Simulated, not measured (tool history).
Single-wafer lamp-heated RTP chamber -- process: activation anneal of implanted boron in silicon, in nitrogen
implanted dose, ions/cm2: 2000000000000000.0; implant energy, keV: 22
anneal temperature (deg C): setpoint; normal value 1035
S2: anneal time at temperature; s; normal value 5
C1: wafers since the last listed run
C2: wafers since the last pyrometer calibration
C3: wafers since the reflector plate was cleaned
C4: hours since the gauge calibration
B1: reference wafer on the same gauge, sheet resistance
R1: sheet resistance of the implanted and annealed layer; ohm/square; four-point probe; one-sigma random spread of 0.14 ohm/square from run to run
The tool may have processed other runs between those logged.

{"run": 1, "day": 0.0, "anneal temperature (deg C)": 1035, "S2": 7, "C1": 0, "C2": 13, "C3": 7704, "C4": 350.0, "B1": 52.39, "R1": 61.97}
{"run": 2, "day": 1.279, "anneal temperature (deg C)": 1022, "S2": 5, "C1": 520, "C2": 533, "C3": 8224, "C4": 380.7, "B1": 52.39, "R1": 65.51}
{"run": 3, "day": 4.046, "anneal temperature (deg C)": 1035, "S2": 6, "C1": 1124, "C2": 1658, "C3": 9349, "C4": 447.1, "B1": 52.45, "R1": 62.5}
{"run": 4, "day": 7.546, "anneal temperature (deg C)": 1035, "S2": 5, "C1": 1423, "C2": 3081, "C3": 10772, "C4": 531.1, "B1": 52.51, "R1": 62.86}
{"run": 5, "day": 9.771, "anneal temperature (deg C)": 1035, "S2": 5, "C1": 904, "C2": 3986, "C3": 11677, "C4": 584.5, "B1": 52.5, "R1": 63.17}
{"day": 12.638, "done": "reflector plate cleaned"}
{"run": 6, "day": 12.662, "anneal temperature (deg C)": 1035, "S2": 5, "C1": 1040, "C2": 5026, "C3": 10, "C4": 653.9, "B1": 52.53, "R1": 63.06}
{"day": 13.683, "done": "pyrometer window cleaned and pyrometer calibrated"}
{"run": 7, "day": 17.288, "anneal temperature (deg C)": 1035, "S2": 5, "C1": 1745, "C2": 1464, "C3": 1755, "C4": 764.9, "B1": 52.56, "R1": 62.9}
{"run": 8, "day": 19.829, "anneal temperature (deg C)": 1055, "S2": 5, "C1": 1033, "C2": 2498, "C3": 2788, "C4": 825.9, "B1": 52.67, "R1": 60.19}
{"run": 9, "day": 20.871, "anneal temperature (deg C)": 1012, "S2": 3, "C1": 423, "C2": 2921, "C3": 3212, "C4": 850.9, "B1": 52.61, "R1": 69.84}
{"run": 10, "day": 22.183, "anneal temperature (deg C)": 1062, "S2": 3, "C1": 533, "C2": 3455, "C3": 3746, "C4": 882.4, "B1": 52.61, "R1": 60.78}
{"run": 11, "day": 25.129, "anneal temperature (deg C)": 1047, "S2": 3, "C1": 1197, "C2": 4653, "C3": 4943, "C4": 953.1, "B1": 52.66, "R1": 62.49}
{"run": 12, "day": 27.333, "anneal temperature (deg C)": 1020, "S2": 5, "C1": 896, "C2": 5549, "C3": 5840, "C4": 1006.0, "B1": 52.76, "R1": 66.26}
{"day": 28.038, "done": "pyrometer window cleaned and pyrometer calibrated"}
{"day": 28.708, "done": "gauge calibrated"}
{"run": 13, "day": 29.796, "anneal temperature (deg C)": 1035, "S2": 3, "C1": 865, "C2": 715, "C3": 6705, "C4": 26.1, "B1": 52.2, "R1": 63.9}
{"run": 14, "day": 32.542, "anneal temperature (deg C)": 1060, "S2": 7, "C1": 1116, "C2": 1831, "C3": 7822, "C4": 92.0, "B1": 52.26, "R1": 58.45}
{"run": 15, "day": 34.846, "anneal temperature (deg C)": 1035, "S2": 5, "C1": 936, "C2": 2768, "C3": 8759, "C4": 147.3, "B1": 52.3, "R1": 62.92}
{"run": 16, "day": 36.362, "anneal temperature (deg C)": 1023, "S2": 8, "C1": 616, "C2": 3385, "C3": 9376, "C4": 183.7, "B1": 52.28, "R1": 64.01}
{"run": 17, "day": 38.179, "anneal temperature (deg C)": 1045, "S2": 7, "C1": 738, "C2": 4123, "C3": 10114, "C4": 227.3, "B1": 52.34, "R1": 60.05}

Predict each of these 4 candidate next runs independently; none follows another, all start after run 17:
{"run": "A", "day": 38.196, "anneal temperature (deg C)": 1035, "S2": 5, "C1": 6, "C2": 4130, "C3": 10121, "C4": 227.7, "B1": "?", "R1": "?"}
{"run": "B", "day": 38.196, "anneal temperature (deg C)": 1022, "S2": 3, "C1": 6, "C2": 4130, "C3": 10121, "C4": 227.7, "B1": "?", "R1": "?"}
{"run": "C", "day": 38.196, "anneal temperature (deg C)": 1059, "S2": 6, "C1": 6, "C2": 4130, "C3": 10121, "C4": 227.7, "B1": "?", "R1": "?"}
{"run": "D", "day": 38.196, "anneal temperature (deg C)": 1027, "S2": 7, "C1": 6, "C2": 4130, "C3": 10121, "C4": 227.7, "B1": "?", "R1": "?"}

run=A B1=52.31 R1=62.86
run=B B1=52.31 R1=66.82
run=C B1=52.31 R1=58.98
run=D B1=52.31 R1=63.46
With the hidden condition removed and each run's random variation left untouched, the same runs would have given:
run=A R1=62.74
run=B R1=66.69
run=C R1=58.86
run=D R1=63.34
